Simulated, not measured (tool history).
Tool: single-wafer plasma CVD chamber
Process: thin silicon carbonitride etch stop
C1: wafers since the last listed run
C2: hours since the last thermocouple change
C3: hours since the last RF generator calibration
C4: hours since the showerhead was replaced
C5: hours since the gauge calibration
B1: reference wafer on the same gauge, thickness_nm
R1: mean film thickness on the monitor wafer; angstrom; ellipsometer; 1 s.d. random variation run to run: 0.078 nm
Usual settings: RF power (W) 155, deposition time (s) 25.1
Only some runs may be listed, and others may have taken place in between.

{"run": 1, "day": 0.0, "RF power (W)": 155, "deposition time (s)": 25.1, "C1": 0, "C2": 1433.4, "C3": 1892.5, "C4": 4267.1, "C5": 385.3, "B1": 12.909, "R1": 137.62}
{"run": 2, "day": 1.242, "RF power (W)": 155, "deposition time (s)": 23.4, "C1": 1089, "C2": 1463.2, "C3": 1922.3, "C4": 4296.9, "C5": 415.1, "B1": 12.886, "R1": 128.98}
{"run": 3, "day": 2.162, "RF power (W)": 155, "deposition time (s)": 25.1, "C1": 808, "C2": 1485.3, "C3": 1944.4, "C4": 4319, "C5": 437.2, "B1": 12.896, "R1": 137.51}
{"run": 4, "day": 3.338, "RF power (W)": 155, "deposition time (s)": 22.8, "C1": 1031, "C2": 1513.5, "C3": 1972.6, "C4": 4347.2, "C5": 465.4, "B1": 12.896, "R1": 124.71}
{"run": 5, "day": 6.417, "RF power (W)": 155, "deposition time (s)": 22.8, "C1": 2702, "C2": 1587.4, "C3": 2046.5, "C4": 4421.1, "C5": 539.3, "B1": 12.91, "R1": 124.52}
{"run": 6, "day": 7.862, "RF power (W)": 155, "deposition time (s)": 22.8, "C1": 1268, "C2": 1622.1, "C3": 2081.2, "C4": 4455.8, "C5": 574, "B1": 12.922, "R1": 124.65}
{"run": 7, "day": 9.292, "RF power (W)": 155, "deposition time (s)": 25.1, "C1": 1254, "C2": 1656.4, "C3": 2115.5, "C4": 4490.1, "C5": 608.3, "B1": 12.904, "R1": 137.48}
{"day": 10.512, "done": "showerhead replaced"}
{"day": 10.696, "done": "thermocouple changed; heater temperature recalibrated"}
{"run": 8, "day": 10.717, "RF power (W)": 155, "deposition time (s)": 25.1, "C1": 799, "C2": 0.5, "C3": 2149.7, "C4": 4.9, "C5": 642.5, "B1": 12.878, "R1": 138.42}
{"run": 9, "day": 11.275, "RF power (W)": 155, "deposition time (s)": 25.1, "C1": 489, "C2": 13.9, "C3": 2163.1, "C4": 18.3, "C5": 655.9, "B1": 12.918, "R1": 137.2}
{"run": 10, "day": 11.817, "RF power (W)": 130, "deposition time (s)": 25.1, "C1": 475, "C2": 26.9, "C3": 2176.1, "C4": 31.3, "C5": 668.9, "B1": 12.859, "R1": 132.42}
{"day": 12.117, "done": "gauge calibrated"}
{"run": 11, "day": 12.504, "RF power (W)": 155, "deposition time (s)": 25.1, "C1": 603, "C2": 43.4, "C3": 2192.6, "C4": 47.8, "C5": 9.3, "B1": 12.916, "R1": 137.96}
{"run": 12, "day": 13.496, "RF power (W)": 130, "deposition time (s)": 29.4, "C1": 870, "C2": 67.2, "C3": 2216.4, "C4": 71.6, "C5": 33.1, "B1": 12.901, "R1": 154}
{"run": 13, "day": 14.992, "RF power (W)": 130, "deposition time (s)": 30.1, "C1": 1312, "C2": 103.1, "C3": 2252.3, "C4": 107.5, "C5": 69, "B1": 12.9, "R1": 158.61}
{"run": 14, "day": 16.179, "RF power (W)": 155, "deposition time (s)": 29.4, "C1": 1042, "C2": 131.6, "C3": 2280.8, "C4": 136, "C5": 97.5, "B1": 12.922, "R1": 161.78}
{"day": 17.017, "done": "RF generator calibrated"}
{"run": 15, "day": 17.521, "RF power (W)": 155, "deposition time (s)": 25.1, "C1": 884, "C2": 163.8, "C3": 12.1, "C4": 168.2, "C5": 129.7, "B1": 12.91, "R1": 136.08}
{"run": 16, "day": 18.083, "RF power (W)": 155, "deposition time (s)": 25.1, "C1": 493, "C2": 177.3, "C3": 25.6, "C4": 181.7, "C5": 143.2, "B1": 12.883, "R1": 136.66}
{"run": 17, "day": 19.121, "RF power (W)": 175, "deposition time (s)": 21.3, "C1": 910, "C2": 202.2, "C3": 50.5, "C4": 206.6, "C5": 168.1, "B1": 12.904, "R1": 120.22}
{"run": 18, "day": 19.917, "RF power (W)": 155, "deposition time (s)": 25.1, "C1": 698, "C2": 221.3, "C3": 69.6, "C4": 225.7, "C5": 187.2, "B1": 12.873, "R1": 138.16}
{"run": 19, "day": 20.808, "RF power (W)": 145, "deposition time (s)": 21.2, "C1": 782, "C2": 242.7, "C3": 91, "C4": 247.1, "C5": 208.6, "B1": 12.866, "R1": 114.89}
{"run": 20, "day": 22.121, "RF power (W)": 185, "deposition time (s)": 25.1, "C1": 1151, "C2": 274.2, "C3": 122.5, "C4": 278.6, "C5": 240.1, "B1": 12.914, "R1": 144.7}

What will run 21 give?
{"run": 21, "day": 23.338, "RF power (W)": 175, "deposition time (s)": 27.9, "C1": 1067, "C2": 303.4, "C3": 151.7, "C4": 307.8, "C5": 269.3, "B1": "?", "R1": "?"}

Run 21 yielded B1 12.907, R1 157.77 angstrom.
On a tool with no hidden condition, and with the same random variation, this run would have come out at R1 157.77 angstrom.
